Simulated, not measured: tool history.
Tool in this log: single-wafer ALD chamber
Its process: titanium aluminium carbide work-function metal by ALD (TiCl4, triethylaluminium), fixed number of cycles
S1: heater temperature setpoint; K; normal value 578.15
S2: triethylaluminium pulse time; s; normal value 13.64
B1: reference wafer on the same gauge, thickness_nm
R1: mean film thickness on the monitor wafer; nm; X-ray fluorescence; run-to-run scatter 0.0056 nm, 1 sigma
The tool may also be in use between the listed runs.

{"run": 1, "hour": 0.0, "S1": 578.15, "S2": 13.64, "B1": 2.68, "R1": 2.258}
{"run": 2, "hour": 16.6, "S1": 578.15, "S2": 13.64, "B1": 2.681, "R1": 2.262}
{"run": 3, "hour": 29.0, "S1": 581.15, "S2": 13.64, "B1": 2.684, "R1": 2.3}
{"run": 4, "hour": 44.9, "S1": 581.15, "S2": 13.64, "B1": 2.684, "R1": 2.301}
{"run": 5, "hour": 61.8, "S1": 581.15, "S2": 13.64, "B1": 2.685, "R1": 2.304}
{"run": 6, "hour": 74.1, "S1": 585.15, "S2": 13.64, "B1": 2.689, "R1": 2.343}
{"run": 7, "hour": 107.9, "S1": 585.15, "S2": 13.64, "B1": 2.69, "R1": 2.349}
{"run": 8, "hour": 117.2, "S1": 585.15, "S2": 13.64, "B1": 2.691, "R1": 2.357}
{"hour": 128.2, "done": "thermocouple changed; heater temperature recalibrated"}
{"run": 9, "hour": 128.7, "S1": 578.15, "S2": 17.39, "B1": 2.693, "R1": 2.289}
{"hour": 138.7, "done": "gauge calibrated"}
{"hour": 147.8, "done": "triethylaluminium bottle replaced"}
{"run": 10, "hour": 148.3, "S1": 578.15, "S2": 17.39, "B1": 2.671, "R1": 2.266}
{"hour": 158.3, "done": "showerhead replaced"}
{"run": 11, "hour": 158.8, "S1": 578.15, "S2": 13.64, "B1": 2.67, "R1": 2.265}
{"run": 12, "hour": 169.5, "S1": 571.15, "S2": 13.64, "B1": 2.673, "R1": 2.177}
{"run": 13, "hour": 187.2, "S1": 585.15, "S2": 15.73, "B1": 2.675, "R1": 2.344}
{"run": 14, "hour": 194.0, "S1": 566.15, "S2": 15.62, "B1": 2.677, "R1": 2.136}
{"run": 15, "hour": 205.9, "S1": 578.15, "S2": 13.64, "B1": 2.677, "R1": 2.27}
{"run": 16, "hour": 223.8, "S1": 573.15, "S2": 13.64, "B1": 2.677, "R1": 2.203}
{"run": 17, "hour": 240.8, "S1": 584.15, "S2": 17.16, "B1": 2.68, "R1": 2.35}
{"run": 18, "hour": 258.6, "S1": 573.15, "S2": 9.59, "B1": 2.681, "R1": 2.171}
{"run": 19, "hour": 274.9, "S1": 578.15, "S2": 8.8, "B1": 2.683, "R1": 2.217}
{"run": 20, "hour": 281.0, "S1": 585.15, "S2": 13.64, "B1": 2.686, "R1": 2.355}

Alternative continuations, all from the tool just after run 20; predict every row:
{"run": "A", "hour": 281.4, "S1": 592.15, "S2": 13.64, "B1": "?", "R1": "?"}
{"run": "B", "hour": 281.4, "S1": 568.15, "S2": 9.56, "B1": "?", "R1": "?"}
{"run": "C", "hour": 281.4, "S1": 590.15, "S2": 18.34, "B1": "?", "R1": "?"}
{"run": "D", "hour": 281.4, "S1": 578.15, "S2": 17.62, "B1": "?", "R1": "?"}
{"run": "E", "hour": 281.4, "S1": 583.15, "S2": 10.0, "B1": "?", "R1": "?"}

run=A B1=2.684 R1=2.423
run=B B1=2.684 R1=2.120
run=C B1=2.684 R1=2.416
run=D B1=2.684 R1=2.281
run=E B1=2.684 R1=2.289
Had the tool no hidden state, the same runs would have come out as:
run=A R1=2.410
run=B R1=2.108
run=C R1=2.403
run=D R1=2.268
run=E R1=2.276
